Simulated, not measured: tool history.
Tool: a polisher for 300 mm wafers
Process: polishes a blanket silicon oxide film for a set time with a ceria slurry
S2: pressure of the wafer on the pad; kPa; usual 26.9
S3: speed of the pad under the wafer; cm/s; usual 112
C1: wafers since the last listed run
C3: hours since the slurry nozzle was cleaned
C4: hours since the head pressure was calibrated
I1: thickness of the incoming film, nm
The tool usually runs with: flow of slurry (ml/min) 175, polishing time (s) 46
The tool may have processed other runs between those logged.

{"run": 1, "day": 0.0, "flow of slurry (ml/min)": 200, "S2": 26.9, "S3": 112, "polishing time (s)": 36, "C1": 0, "wafers polished on this pad": 1281, "C3": 267.9, "C4": 375.7, "I1": 1411.6, "film removed (Å)": 1654}
{"day": 0.454, "done": "worn pad replaced by a new one"}
{"run": 2, "day": 0.538, "flow of slurry (ml/min)": 175, "S2": 26.9, "S3": 112, "polishing time (s)": 46, "C1": 95, "wafers polished on this pad": 21, "C3": 280.8, "C4": 388.6, "I1": 1415.5, "film removed (Å)": 2180}
{"run": 3, "day": 0.917, "flow of slurry (ml/min)": 175, "S2": 26.9, "S3": 96, "polishing time (s)": 46, "C1": 97, "wafers polished on this pad": 119, "C3": 289.9, "C4": 397.7, "I1": 1434.8, "film removed (Å)": 1827}
{"run": 4, "day": 1.658, "flow of slurry (ml/min)": 175, "S2": 26.9, "S3": 96, "polishing time (s)": 46, "C1": 190, "wafers polished on this pad": 309, "C3": 307.7, "C4": 415.5, "I1": 1431.3, "film removed (Å)": 1807}
{"run": 5, "day": 2.15, "flow of slurry (ml/min)": 175, "S2": 26.9, "S3": 112, "polishing time (s)": 46, "C1": 126, "wafers polished on this pad": 436, "C3": 319.5, "C4": 427.3, "I1": 1451.9, "film removed (Å)": 2051}
{"run": 6, "day": 2.729, "flow of slurry (ml/min)": 175, "S2": 26.9, "S3": 112, "polishing time (s)": 46, "C1": 149, "wafers polished on this pad": 585, "C3": 333.4, "C4": 441.2, "I1": 1428.4, "film removed (Å)": 2079}
{"run": 7, "day": 3.329, "flow of slurry (ml/min)": 175, "S2": 26.9, "S3": 112, "polishing time (s)": 46, "C1": 154, "wafers polished on this pad": 740, "C3": 347.8, "C4": 455.6, "I1": 1414.3, "film removed (Å)": 2076}
{"run": 8, "day": 3.867, "flow of slurry (ml/min)": 175, "S2": 26.9, "S3": 112, "polishing time (s)": 46, "C1": 138, "wafers polished on this pad": 878, "C3": 360.7, "C4": 468.5, "I1": 1433.0, "film removed (Å)": 2096}
{"run": 9, "day": 4.496, "flow of slurry (ml/min)": 175, "S2": 26.9, "S3": 112, "polishing time (s)": 46, "C1": 161, "wafers polished on this pad": 1040, "C3": 375.8, "C4": 483.6, "I1": 1406.1, "film removed (Å)": 2058}
{"run": 10, "day": 4.988, "flow of slurry (ml/min)": 175, "S2": 26.9, "S3": 112, "polishing time (s)": 46, "C1": 126, "wafers polished on this pad": 1166, "C3": 387.6, "C4": 495.4, "I1": 1420.0, "film removed (Å)": 2038}
{"run": 11, "day": 5.246, "flow of slurry (ml/min)": 175, "S2": 26.9, "S3": 112, "polishing time (s)": 46, "C1": 66, "wafers polished on this pad": 1233, "C3": 393.8, "C4": 501.6, "I1": 1435.6, "film removed (Å)": 2076}
{"day": 5.696, "done": "worn pad replaced by a new one"}
{"run": 12, "day": 5.846, "flow of slurry (ml/min)": 175, "S2": 26.9, "S3": 104, "polishing time (s)": 46, "C1": 111, "wafers polished on this pad": 39, "C3": 408.2, "C4": 516.0, "I1": 1411.4, "film removed (Å)": 1963}
{"run": 13, "day": 6.279, "flow of slurry (ml/min)": 175, "S2": 26.9, "S3": 104, "polishing time (s)": 46, "C1": 111, "wafers polished on this pad": 150, "C3": 418.6, "C4": 526.4, "I1": 1432.1, "film removed (Å)": 1983}
{"run": 14, "day": 6.667, "flow of slurry (ml/min)": 175, "S2": 26.9, "S3": 104, "polishing time (s)": 46, "C1": 99, "wafers polished on this pad": 250, "C3": 427.9, "C4": 535.7, "I1": 1413.4, "film removed (Å)": 1946}
{"run": 15, "day": 7.358, "flow of slurry (ml/min)": 175, "S2": 26.9, "S3": 112, "polishing time (s)": 46, "C1": 178, "wafers polished on this pad": 428, "C3": 444.5, "C4": 552.3, "I1": 1431.6, "film removed (Å)": 2092}
{"run": 16, "day": 8.025, "flow of slurry (ml/min)": 175, "S2": 26.9, "S3": 112, "polishing time (s)": 46, "C1": 171, "wafers polished on this pad": 599, "C3": 460.5, "C4": 568.3, "I1": 1434.7, "film removed (Å)": 2032}
{"run": 17, "day": 8.612, "flow of slurry (ml/min)": 175, "S2": 26.9, "S3": 112, "polishing time (s)": 46, "C1": 151, "wafers polished on this pad": 751, "C3": 474.6, "C4": 582.4, "I1": 1437.3, "film removed (Å)": 2088}
{"run": 18, "day": 9.054, "flow of slurry (ml/min)": 155, "S2": 26.9, "S3": 84, "polishing time (s)": 46, "C1": 113, "wafers polished on this pad": 864, "C3": 485.2, "C4": 593.0, "I1": 1408.3, "film removed (Å)": 1502}
{"run": 19, "day": 9.758, "flow of slurry (ml/min)": 175, "S2": 26.9, "S3": 112, "polishing time (s)": 46, "C1": 181, "wafers polished on this pad": 1046, "C3": 502.1, "C4": 609.9, "I1": 1459.3, "film removed (Å)": 2034}
{"run": 20, "day": 10.292, "flow of slurry (ml/min)": 220, "S2": 26.9, "S3": 78, "polishing time (s)": 46, "C1": 137, "wafers polished on this pad": 1183, "C3": 514.9, "C4": 622.7, "I1": 1422.8, "film removed (Å)": 1475}
{"day": 10.692, "done": "worn pad replaced by a new one"}
{"run": 21, "day": 10.733, "flow of slurry (ml/min)": 125, "S2": 23.4, "S3": 132, "polishing time (s)": 37, "C1": 70, "wafers polished on this pad": 10, "C3": 525.5, "C4": 633.3, "I1": 1458.6, "film removed (Å)": 1633}
{"run": 22, "day": 11.425, "flow of slurry (ml/min)": 200, "S2": 33.8, "S3": 100, "polishing time (s)": 46, "C1": 178, "wafers polished on this pad": 188, "C3": 542.1, "C4": 649.9, "I1": 1429.8, "film removed (Å)": 2399}
{"run": 23, "day": 11.725, "flow of slurry (ml/min)": 175, "S2": 26.9, "S3": 112, "polishing time (s)": 46, "C1": 77, "wafers polished on this pad": 265, "C3": 549.3, "C4": 657.1, "I1": 1426.2, "film removed (Å)": 2091}
{"run": 24, "day": 13.054, "flow of slurry (ml/min)": 175, "S2": 26.9, "S3": 112, "polishing time (s)": 46, "C1": 342, "wafers polished on this pad": 607, "C3": 581.2, "C4": 689.0, "I1": 1448.6, "film removed (Å)": 2079}
{"day": 13.546, "done": "head pressure recalibrated"}
{"run": 25, "day": 13.704, "flow of slurry (ml/min)": 175, "S2": 26.9, "S3": 112, "polishing time (s)": 46, "C1": 145, "wafers polished on this pad": 753, "C3": 596.8, "C4": 3.8, "I1": 1441.7, "film removed (Å)": 2170}
{"day": 14.271, "done": "slurry nozzle cleaned"}
{"run": 26, "day": 15.462, "flow of slurry (ml/min)": 220, "S2": 24.1, "S3": 112, "polishing time (s)": 41, "C1": 441, "wafers polished on this pad": 1195, "C3": 28.6, "C4": 46.0, "I1": 1426.8, "film removed (Å)": 1801}
{"day": 15.667, "done": "worn pad replaced by a new one"}
{"run": 27, "day": 16.0, "flow of slurry (ml/min)": 135, "S2": 21.4, "S3": 88, "polishing time (s)": 60, "C1": 95, "wafers polished on this pad": 85, "C3": 41.5, "C4": 58.9, "I1": 1456.2, "film removed (Å)": 1741}
{"run": 28, "day": 16.429, "flow of slurry (ml/min)": 210, "S2": 22.1, "S3": 92, "polishing time (s)": 53, "C1": 110, "wafers polished on this pad": 195, "C3": 51.8, "C4": 69.2, "I1": 1425.4, "film removed (Å)": 1784}
{"run": 29, "day": 16.804, "flow of slurry (ml/min)": 225, "S2": 35.9, "S3": 152, "polishing time (s)": 62, "C1": 96, "wafers polished on this pad": 292, "C3": 60.8, "C4": 78.2, "I1": 1424.4, "film removed (Å)": 5546}
{"run": 30, "day": 17.233, "flow of slurry (ml/min)": 175, "S2": 30.3, "S3": 112, "polishing time (s)": 46, "C1": 110, "wafers polished on this pad": 402, "C3": 71.1, "C4": 88.5, "I1": 1426.6, "film removed (Å)": 2418}
{"run": 31, "day": 17.688, "flow of slurry (ml/min)": 155, "S2": 26.9, "S3": 112, "polishing time (s)": 46, "C1": 116, "wafers polished on this pad": 519, "C3": 82.0, "C4": 99.4, "I1": 1430.9, "film removed (Å)": 2114}
{"run": 32, "day": 18.096, "flow of slurry (ml/min)": 210, "S2": 30.3, "S3": 112, "polishing time (s)": 46, "C1": 105, "wafers polished on this pad": 624, "C3": 91.8, "C4": 109.2, "I1": 1432.6, "film removed (Å)": 2535}
{"run": 33, "day": 18.838, "flow of slurry (ml/min)": 230, "S2": 17.2, "S3": 112, "polishing time (s)": 40, "C1": 190, "wafers polished on this pad": 815, "C3": 109.6, "C4": 127.0, "I1": 1441.2, "film removed (Å)": 1250}
{"run": 34, "day": 19.462, "flow of slurry (ml/min)": 220, "S2": 24.1, "S3": 112, "polishing time (s)": 41, "C1": 160, "wafers polished on this pad": 976, "C3": 124.6, "C4": 142.0, "I1": 1442.3, "film removed (Å)": 1784}
{"run": 35, "day": 20.017, "flow of slurry (ml/min)": 120, "S2": 26.9, "S3": 136, "polishing time (s)": 46, "C1": 142, "wafers polished on this pad": 1119, "C3": 137.9, "C4": 155.3, "I1": 1448.0, "film removed (Å)": 2426}
{"run": 36, "day": 20.571, "flow of slurry (ml/min)": 175, "S2": 26.9, "S3": 112, "polishing time (s)": 58, "C1": 142, "wafers polished on this pad": 1261, "C3": 151.2, "C4": 168.6, "I1": 1428.9, "film removed (Å)": 2639}
{"day": 20.829, "done": "worn pad replaced by a new one"}
{"run": 37, "day": 21.154, "flow of slurry (ml/min)": 175, "S2": 26.9, "S3": 112, "polishing time (s)": 46, "C1": 107, "wafers polished on this pad": 83, "C3": 165.2, "C4": 182.6, "I1": 1412.0, "film removed (Å)": 2134}
{"run": 38, "day": 21.483, "flow of slurry (ml/min)": 220, "S2": 20.0, "S3": 112, "polishing time (s)": 61, "C1": 84, "wafers polished on this pad": 168, "C3": 173.1, "C4": 190.5, "I1": 1443.8, "film removed (Å)": 2183}

Run-by-run hidden state of the tool:
slurry flow missing at the pad, %: 0 across all the runs
H1: removal rate lost through wear of the pad, %
H2: deviation of the head's pressure from its setpoint, %
run=1 H1=4.62 H2=-5.82
run=2 H1=0.894 H2=-5.9
run=3 H1=1.77 H2=-5.96
run=4 H1=2.98 H2=-6.06
run=5 H1=3.52 H2=-6.13
run=6 H1=3.98 H2=-6.2
run=7 H1=4.3 H2=-6.27
run=8 H1=4.51 H2=-6.33
run=9 H1=4.67 H2=-6.39
run=10 H1=4.76 H2=-6.44
run=11 H1=4.8 H2=-6.47
run=12 H1=0.753 H2=-6.52
run=13 H1=1.69 H2=-6.56
run=14 H1=2.34 H2=-6.59
run=15 H1=3.17 H2=-6.64
run=16 H1=3.7 H2=-6.69
run=17 H1=4.01 H2=-6.72
run=18 H1=4.17 H2=-6.75
run=19 H1=4.36 H2=-6.79
run=20 H1=4.46 H2=-6.82
run=21 H1=0.758 H2=-6.84
run=22 H1=2.25 H2=-6.88
run=23 H1=2.72 H2=-6.89
run=24 H1=4.01 H2=-6.95
run=25 H1=4.34 H2=0.299
run=26 H1=4.77 H2=-1.13
run=27 H1=0.868 H2=-1.52
run=28 H1=1.7 H2=-1.81
run=29 H1=2.27 H2=-2.05
run=30 H1=2.77 H2=-2.32
run=31 H1=3.17 H2=-2.59
run=32 H1=3.45 H2=-2.82
run=33 H1=3.8 H2=-3.21
run=34 H1=3.99 H2=-3.52
run=35 H1=4.11 H2=-3.77
run=36 H1=4.19 H2=-4.01
run=37 H1=1.57 H2=-4.25
run=38 H1=2.23 H2=-4.38
